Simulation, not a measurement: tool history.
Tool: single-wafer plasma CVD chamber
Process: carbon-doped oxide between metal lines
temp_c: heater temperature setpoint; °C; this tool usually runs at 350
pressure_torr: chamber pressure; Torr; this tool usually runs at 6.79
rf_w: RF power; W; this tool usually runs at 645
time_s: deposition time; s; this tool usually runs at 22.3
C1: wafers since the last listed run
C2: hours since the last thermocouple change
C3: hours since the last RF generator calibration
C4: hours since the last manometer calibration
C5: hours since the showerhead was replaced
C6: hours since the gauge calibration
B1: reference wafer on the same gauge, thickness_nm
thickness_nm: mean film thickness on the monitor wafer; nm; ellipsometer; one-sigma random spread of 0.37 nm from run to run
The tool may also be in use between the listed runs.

Run 1, hour 0: usual settings but time_s 19.3 s; C1 0; C2 2371.2; C3 1867.6; C4 1573.1; C5 7062.6; C6 173.9; B1 150.884. Result: thickness_nm 119.429 nm.
Run 2, hour 31.8: usual settings but time_s 19.3 s; C1 694; C2 2403; C3 1899.4; C4 1604.9; C5 7094.4; C6 205.7; B1 150.948. Result: thickness_nm 119.698 nm.
Run 3, hour 48.7: usual settings but time_s 19.3 s; C1 368; C2 2419.9; C3 1916.3; C4 1621.8; C5 7111.3; C6 222.6; B1 150.981. Result: thickness_nm 118.576 nm.
Run 4, hour 64.8: usual settings; C1 351; C2 2436; C3 1932.4; C4 1637.9; C5 7127.4; C6 238.7; B1 151.033. Result: thickness_nm 137.573 nm.
Run 5, hour 95.6: usual settings; C1 672; C2 2466.8; C3 1963.2; C4 1668.7; C5 7158.2; C6 269.5; B1 151.071. Result: thickness_nm 137.661 nm.
Run 6, hour 128.6: usual settings; C1 720; C2 2499.8; C3 1996.2; C4 1701.7; C5 7191.2; C6 302.5; B1 150.818. Result: thickness_nm 137.385 nm.
Run 7, hour 142.3: usual settings but pressure_torr 5.5 Torr, rf_w 550 W; C1 299; C2 2513.5; C3 2009.9; C4 1715.4; C5 7204.9; C6 316.2; B1 150.898. Result: thickness_nm 120.901 nm.
Run 8, hour 173.6: usual settings but pressure_torr 5.5 Torr, rf_w 550 W; C1 683; C2 2544.8; C3 2041.2; C4 1746.7; C5 7236.2; C6 347.5; B1 150.971. Result: thickness_nm 120.539 nm.
At hour 195.7: gauge calibrated.
Run 9, hour 208.3: usual settings but pressure_torr 5.5 Torr, rf_w 550 W; C1 757; C2 2579.5; C3 2075.9; C4 1781.4; C5 7270.9; C6 12.6; B1 150.895. Result: thickness_nm 120.855 nm.
Run 10, hour 229.2: usual settings but pressure_torr 6.38 Torr; C1 456; C2 2600.4; C3 2096.8; C4 1802.3; C5 7291.8; C6 33.5; B1 151.11. Result: thickness_nm 136.117 nm.
Run 11, hour 247.7: usual settings but rf_w 730 W; C1 403; C2 2618.9; C3 2115.3; C4 1820.8; C5 7310.3; C6 52; B1 150.928. Result: thickness_nm 148.74 nm.
At hour 262.5: thermocouple changed; heater temperature recalibrated.
Run 12, hour 273: usual settings; C1 377; C2 10.5; C3 2140.6; C4 1846.1; C5 7335.6; C6 77.3; B1 150.975. Result: thickness_nm 136.447 nm.
Run 13, hour 303.5: usual settings but temp_c 341 °C, pressure_torr 6.34 Torr, rf_w 540 W; C1 665; C2 41; C3 2171.1; C4 1876.6; C5 7366.1; C6 107.8; B1 151.059. Result: thickness_nm 122.728 nm.
At hour 316.8: RF generator calibrated.
Run 14, hour 321.9: usual settings but time_s 19.3 s; C1 227; C2 59.4; C3 5.1; C4 1895; C5 7384.5; C6 126.2; B1 151.059. Result: thickness_nm 115.018 nm.
Run 15, hour 349.6: usual settings but time_s 18.8 s; C1 604; C2 87.1; C3 32.8; C4 1922.7; C5 7412.2; C6 153.9; B1 150.881. Result: thickness_nm 112.03 nm.
Run 16, hour 367.1: usual settings but time_s 20.2 s; C1 381; C2 104.6; C3 50.3; C4 1940.2; C5 7429.7; C6 171.4; B1 151.017. Result: thickness_nm 119.847 nm.
At hour 386.6: showerhead replaced.
At hour 392.1: RF generator calibrated, repeated, since the last time left the tool worse.
At hour 399: capacitance manometer re-zeroed and calibrated.
Run 17, hour 402.8: usual settings but temp_c 358 °C, pressure_torr 8.13 Torr, rf_w 520 W, time_s 21 s; C1 334; C2 140.3; C3 10.7; C4 3.8; C5 16.2; C6 207.1; B1 151.03. Result: thickness_nm 112.98 nm.
Run 18, hour 417.9: usual settings but temp_c 342 °C, pressure_torr 5.11 Torr, rf_w 610 W, time_s 26.3 s; C1 329; C2 155.4; C3 25.8; C4 18.9; C5 31.3; C6 222.2; B1 150.953. Result: thickness_nm 159.716 nm.
Run 19, hour 466.6: usual settings; C1 1063; C2 204.1; C3 74.5; C4 67.6; C5 80; C6 270.9; B1 151.046. Result: thickness_nm 141.467 nm.
Run 20, hour 487.5: usual settings but temp_c 341 °C, pressure_torr 8.37 Torr, time_s 25.7 s; C1 456; C2 225; C3 95.4; C4 88.5; C5 100.9; C6 291.8; B1 151.052. Result: thickness_nm 167.616 nm.
Run 21, hour 520.9: usual settings; C1 729; C2 258.4; C3 128.8; C4 121.9; C5 134.3; C6 325.2; B1 151.078. Result: thickness_nm 141.472 nm.

Hidden state at the last listed run before each entry between runs and at the first one after, where it differs:
From run 8 to run 9: gauge calibrated (hour 195.7)
  delivered RF power above the setpoint (%): -5.58 -> -5.66
  measured value less the no-hidden-state value, thickness_nm: -5.086 -> -5.18 nm
From run 11 to run 12: thermocouple changed; heater temperature recalibrated (hour 262.5)
  delivered RF power above the setpoint (%): -5.76 -> -5.82
  measured value less the no-hidden-state value, thickness_nm: -6.173 -> -5.851 nm
From run 13 to run 14: RF generator calibrated (hour 316.8)
  delivered RF power above the setpoint (%): -5.89 -> -10.2
  measured value less the no-hidden-state value, thickness_nm: -5.515 -> -9.066 nm
From run 16 to run 17: showerhead replaced (hour 386.6); RF generator calibrated, repeated, since the last time left the tool worse (hour 392.1); capacitance manometer re-zeroed and calibrated (hour 399)
  delivered RF power above the setpoint (%): -10.3 -> -1.23
  measured value less the no-hidden-state value, thickness_nm: -9.558 -> -1.023 nm

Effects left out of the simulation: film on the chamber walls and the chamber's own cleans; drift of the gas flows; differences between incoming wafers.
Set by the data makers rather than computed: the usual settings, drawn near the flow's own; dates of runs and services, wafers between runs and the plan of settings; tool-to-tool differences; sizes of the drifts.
